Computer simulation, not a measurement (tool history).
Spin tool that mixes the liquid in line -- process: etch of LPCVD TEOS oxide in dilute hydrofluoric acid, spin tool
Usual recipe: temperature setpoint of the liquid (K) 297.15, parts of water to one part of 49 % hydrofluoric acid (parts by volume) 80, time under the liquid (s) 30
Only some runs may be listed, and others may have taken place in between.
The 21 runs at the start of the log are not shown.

run	hour	temperature setpoint of the liquid (K)	parts of water to one part of 49 % hydrofluoric acid (parts by volume)	time under the liquid (s)	wafers since the last listed run	hours since the thermometer was replaced	hours since the hydrofluoric acid flow meter was replaced	hours since the gauge calibration	read-back film thickness of the LPCVD TEOS oxide reference wafer, read on the same gauge (nm)	thickness taken off the LPCVD TEOS oxide on a monitor wafer (Å)
22	1490.4	297.15	80	30	1833	493.3	157.7	162.0	119.78	229.8
23	1533.0	297.15	80	30	854	535.9	200.3	204.6	119.87	229.8
24	1598.8	297.15	80	30	1320	601.7	266.1	270.4	119.96	229.4
25	1652.6	292.65	55	15	1079	655.5	319.9	324.2	120.02	143.3
26	1711.0	297.15	110	15	1171	713.9	378.3	382.6	120.09	80.0
27	1782.9	297.15	80	30	1442	785.8	450.2	454.5	120.17	228.5
28	1870.9	297.15	80	30	1765	873.8	538.2	542.5	120.40	228.5
29	1965.7	297.15	45	45	1902	968.6	633.0	637.3	120.59	642.1
30	2005.1	299.65	110	30	790	1008.0	672.4	676.7	120.70	178.0
31	2090.7	300.15	80	30	1717	1093.6	758.0	762.3	120.98	259.0
32	2135.2	297.15	80	30	892	1138.1	802.5	806.8	121.11	230.5
33	2208.7	297.15	70	30	1474	1211.6	876.0	880.3	121.38	267.6
34	2273.3	299.15	65	30	1296	1276.2	940.6	944.9	121.63	313.0

3 options for the next run, each taken on its own from the tool as it stands now. Forecast them:
A	2273.7	297.15	95	30	8	1276.6	941.0	945.3	?	?
B	2273.7	300.15	65	15	8	1276.6	941.0	945.3	?	?
C	2273.7	298.65	80	15	8	1276.6	941.0	945.3	?	?

run	read-back film thickness of the LPCVD TEOS oxide reference wafer, read on the same gauge (nm)	thickness taken off the LPCVD TEOS oxide on a monitor wafer (Å)
A	121.63	191.9
B	121.63	164.3
C	121.63	123.2
Stripped of hidden state, with their random variation kept, the same runs would have yielded:
run	thickness taken off the LPCVD TEOS oxide on a monitor wafer (Å)
A	189.3
B	162.1
C	121.6
